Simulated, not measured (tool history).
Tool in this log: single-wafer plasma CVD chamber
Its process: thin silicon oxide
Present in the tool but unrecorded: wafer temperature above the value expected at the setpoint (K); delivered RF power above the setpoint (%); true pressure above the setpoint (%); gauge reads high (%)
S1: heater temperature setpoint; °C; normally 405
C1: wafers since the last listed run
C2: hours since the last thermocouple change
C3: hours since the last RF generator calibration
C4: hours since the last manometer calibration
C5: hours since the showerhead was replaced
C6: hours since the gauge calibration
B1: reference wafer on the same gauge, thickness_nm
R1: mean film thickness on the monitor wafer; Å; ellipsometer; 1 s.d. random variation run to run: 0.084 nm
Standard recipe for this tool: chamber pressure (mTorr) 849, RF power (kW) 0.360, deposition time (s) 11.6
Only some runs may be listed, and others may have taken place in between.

Run 1, day 0.000: usual settings; C1 0; C2 695.7; C3 1203.6; C4 2163.5; C5 2102.3; C6 499.6; B1 22.118. Result: R1 210.91 Å.
Run 2, day 1.633: usual settings; C1 1192; C2 734.9; C3 1242.8; C4 2202.7; C5 2141.5; C6 538.8; B1 22.089. Result: R1 211.98 Å.
At day 5.000: gauge calibrated.
Run 3, day 6.050: usual settings; C1 3223; C2 840.9; C3 1348.8; C4 2308.7; C5 2247.5; C6 25.2; B1 22.062. Result: R1 212.30 Å.
Run 4, day 9.321: usual settings; C1 2387; C2 919.4; C3 1427.3; C4 2387.2; C5 2326.0; C6 103.7; B1 22.075. Result: R1 210.25 Å.
Run 5, day 11.700: usual settings; C1 1736; C2 976.5; C3 1484.4; C4 2444.3; C5 2383.1; C6 160.8; B1 22.092. Result: R1 210.59 Å.
Run 6, day 13.596: usual settings but chamber pressure (mTorr) 783; C1 1383; C2 1022.0; C3 1529.9; C4 2489.8; C5 2428.6; C6 206.3; B1 22.093. Result: R1 199.43 Å.
At day 17.021: showerhead replaced.
Run 7, day 17.433: usual settings but chamber pressure (mTorr) 783; C1 2557; C2 1114.1; C3 1622.0; C4 2581.9; C5 9.9; C6 298.4; B1 22.089. Result: R1 197.99 Å.
At day 21.742: capacitance manometer re-zeroed and calibrated.
Run 8, day 21.762: usual settings; C1 2916; C2 1218.0; C3 1725.9; C4 0.5; C5 113.8; C6 402.3; B1 22.101. Result: R1 221.51 Å.
Run 9, day 23.696: usual settings but deposition time (s) 12.9; C1 1411; C2 1264.4; C3 1772.3; C4 46.9; C5 160.2; C6 448.7; B1 22.061. Result: R1 246.91 Å.
Run 10, day 25.796: usual settings but RF power (kW) 0.315; C1 1532; C2 1314.8; C3 1822.7; C4 97.3; C5 210.6; C6 499.1; B1 22.095. Result: R1 209.44 Å.
At day 26.900: RF generator calibrated.
At day 27.717: gauge calibrated.
Run 11, day 28.142: usual settings but chamber pressure (mTorr) 730, RF power (kW) 0.390; C1 1468; C2 1371.1; C3 29.8; C4 153.6; C5 266.9; C6 10.2; B1 22.133. Result: R1 203.40 Å.
At day 29.638: thermocouple changed; heater temperature recalibrated.
Run 12, day 31.575: usual settings but S1 419 °C, chamber pressure (mTorr) 738; C1 2262; C2 46.5; C3 112.2; C4 236.0; C5 349.3; C6 92.6; B1 22.092. Result: R1 197.89 Å.
Run 13, day 34.450: usual settings but S1 395 °C, RF power (kW) 0.325; C1 2098; C2 115.5; C3 181.2; C4 305.0; C5 418.3; C6 161.6; B1 22.116. Result: R1 211.24 Å.
Run 14, day 38.604: usual settings but S1 396 °C, chamber pressure (mTorr) 1009, RF power (kW) 0.300, deposition time (s) 9.8; C1 3032; C2 215.2; C3 280.9; C4 404.7; C5 518.0; C6 261.3; B1 22.104. Result: R1 193.56 Å.
Run 15, day 40.567: usual settings; C1 1432; C2 262.3; C3 328.0; C4 451.8; C5 565.1; C6 308.4; B1 22.111. Result: R1 219.85 Å.

For each run, what was the tool's unlogged condition?
wafer temperature above the value expected at the setpoint (K): 0, the same for each run
delivered RF power above the setpoint (%): 0, the same for each run
gauge reads high (%): 0, the same for each run
H1: true pressure above the setpoint (%)
run      H1
  1   -6.85
  2   -6.95
  3   -7.24
  4   -7.45
  5   -7.61
  6   -7.73
  7   -7.98
  8  -0.896
  9   -1.02
 10   -1.16
 11   -1.31
 12   -1.54
 13   -1.72
 14   -1.99
 15   -2.12
